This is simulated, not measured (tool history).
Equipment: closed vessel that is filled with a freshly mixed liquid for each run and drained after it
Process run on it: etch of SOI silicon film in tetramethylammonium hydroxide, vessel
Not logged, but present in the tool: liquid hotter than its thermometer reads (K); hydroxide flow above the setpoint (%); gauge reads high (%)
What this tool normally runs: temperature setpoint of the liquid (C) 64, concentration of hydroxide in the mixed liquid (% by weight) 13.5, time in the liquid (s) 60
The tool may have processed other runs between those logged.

run   hour  temperature setpoint of the liquid (C)  concentration of hydroxide in the mixed liquid (% by weight)  time in the liquid (s)  wafers since the last listed run  hours since the thermometer was replaced  hours since the hydroxide flow meter was replaced  hours since the gauge calibration  read-back film thickness of the SOI silicon film reference wafer, read on the same gauge (nm)  thickness taken off the SOI silicon film on a monitor wafer (nm)
  1      0                                    61.5                                                          13.5                      60                                 0                                    1639.5                                             2308.5                              271.5                                                                                          60.63                                                            247.25
  2   19.5                                      64                                                          13.5                      60                              2810                                      1659                                               2328                                291                                                                                          60.67                                                            289.34
  3   53.7                                      64                                                          13.5                      60                              4929                                    1693.2                                             2362.2                              325.2                                                                                          60.74                                                            288.05
  4   66.5                                      64                                                          13.5                      60                              1844                                      1706                                               2375                                338                                                                                          60.81                                                            287.58
  5  102.4                                      64                                                          13.5                      60                              5174                                    1741.9                                             2410.9                              373.9                                                                                          60.85                                                            289.17
  6  114.4                                      64                                                          13.5                      60                              1729                                    1753.9                                             2422.9                              385.9                                                                                          60.88                                                             287.2
  7  129.9                                      64                                                          13.5                      60                              2233                                    1769.4                                             2438.4                              401.4                                                                                          60.91                                                            291.09
  8  157.8                                      64                                                          13.5                      75                              4021                                    1797.3                                             2466.3                              429.3                                                                                          60.97                                                            358.67
  9    189                                      64                                                          13.5                      75                              4496                                    1828.5                                             2497.5                              460.5                                                                                          61.07                                                             360.2
 10    208                                      64                                                          13.5                      60                              2738                                    1847.5                                             2516.5                              479.5                                                                                           61.1                                                            288.18
 11  226.2                                    67.5                                                          13.5                      60                              2623                                    1865.7                                             2534.7                              497.7                                                                                          61.16                                                            357.87
 12    245                                    67.5                                                          13.5                      60                              2709                                    1884.5                                             2553.5                              516.5                                                                                          61.19                                                            352.12
 13  326.3                                    67.5                                                          13.5                      60                             11717                                    1965.8                                             2634.8                              597.8                                                                                          61.38                                                            354.01
 14  348.8                                      64                                                          13.5                      60                              3242                                    1988.3                                             2657.3                              620.3                                                                                          61.46                                                            291.82
 15  363.3                                    59.5                                                          10.5                      30                              2089                                    2002.8                                             2671.8                              634.8                                                                                           61.5                                                            122.51
 16  386.6                                      60                                                            10                      35                              3358                                    2026.1                                             2695.1                              658.1                                                                                          61.54                                                            150.56
 17  421.8                                      70                                                          10.5                      85                              5073                                    2061.3                                             2730.3                              693.3                                                                                          61.61                                                            658.71
     430.9  -- hydroxide flow meter replaced
 18  448.3                                    59.5                                                          10.5                      30                              3675                                    2087.8                                               17.4                              719.8                                                                                          61.69                                                            120.79
 19  480.4                                      64                                                            11                      50                              4626                                    2119.9                                               49.5                              751.9                                                                                          61.77                                                            268.34
       490  -- gauge calibrated
 20  531.4                                      64                                                          13.5                      60                              7350                                    2170.9                                              100.5                               41.4                                                                                          60.14                                                            281.39
 21  556.7                                      64                                                            11                      50                              3646                                    2196.2                                              125.8                               66.7                                                                                          60.15                                                            259.59
     607.9  -- thermometer replaced
 22  625.2                                      64                                                          13.5                      60                              9728                                      17.3                                              194.3                              135.2                                                                                          60.32                                                            285.52
 23  645.9                                    68.5                                                          13.5                      95                              2983                                        38                                                215                              155.9                                                                                          60.41                                                             590.6
 24  672.1                                    60.5                                                          16.5                      95                              3776                                      64.2                                              241.2                              182.1                                                                                          60.46                                                            331.98
 25  684.5                                      64                                                          13.5                      70                              1787                                      76.6                                              253.6                              194.5                                                                                          60.48                                                            335.64
 26  705.3                                      69                                                            12                      80                              2997                                      97.4                                              274.4                              215.3                                                                                           60.5                                                            540.92
 27  737.1                                    56.5                                                            12                      85                              4583                                     129.2                                              306.2                              247.1                                                                                          60.58                                                            268.75
 28  753.3                                    70.5                                                          10.5                      45                              2334                                     145.4                                              322.4                              263.3                                                                                          60.63                                                            350.68
 29  766.2                                      64                                                          13.5                      60                              1859                                     158.3                                              335.3                              276.2                                                                                          60.66                                                            287.39

Each row is a separate what-if for the run after 29, all from the same tool condition, not one after another. Results?
  A  766.9                                      64                                                          12.5                      60                               100                                       159                                                336                              276.9                                                                                              ?                                                                 ?
  B  766.9                                      64                                                            11                      60                               100                                       159                                                336                              276.9                                                                                              ?                                                                 ?
  C  766.9                                      64                                                          13.5                      30                               100                                       159                                                336                              276.9                                                                                              ?                                                                 ?
  D  766.9                                      64                                                            16                      60                               100                                       159                                                336                              276.9                                                                                              ?                                                                 ?

run  read-back film thickness of the SOI silicon film reference wafer, read on the same gauge (nm)  thickness taken off the SOI silicon film on a monitor wafer (nm)
  A                                                                                          60.66                                                            298.82
  B                                                                                          60.66                                                            314.25
  C                                                                                          60.66                                                            144.27
  D                                                                                          60.66                                                            267.35
Had the tool no hidden state, the same runs would have come out as:
run  thickness taken off the SOI silicon film on a monitor wafer (nm)
  A                                                            295.51
  B                                                            310.77
  C                                                            142.67
  D                                                            264.39
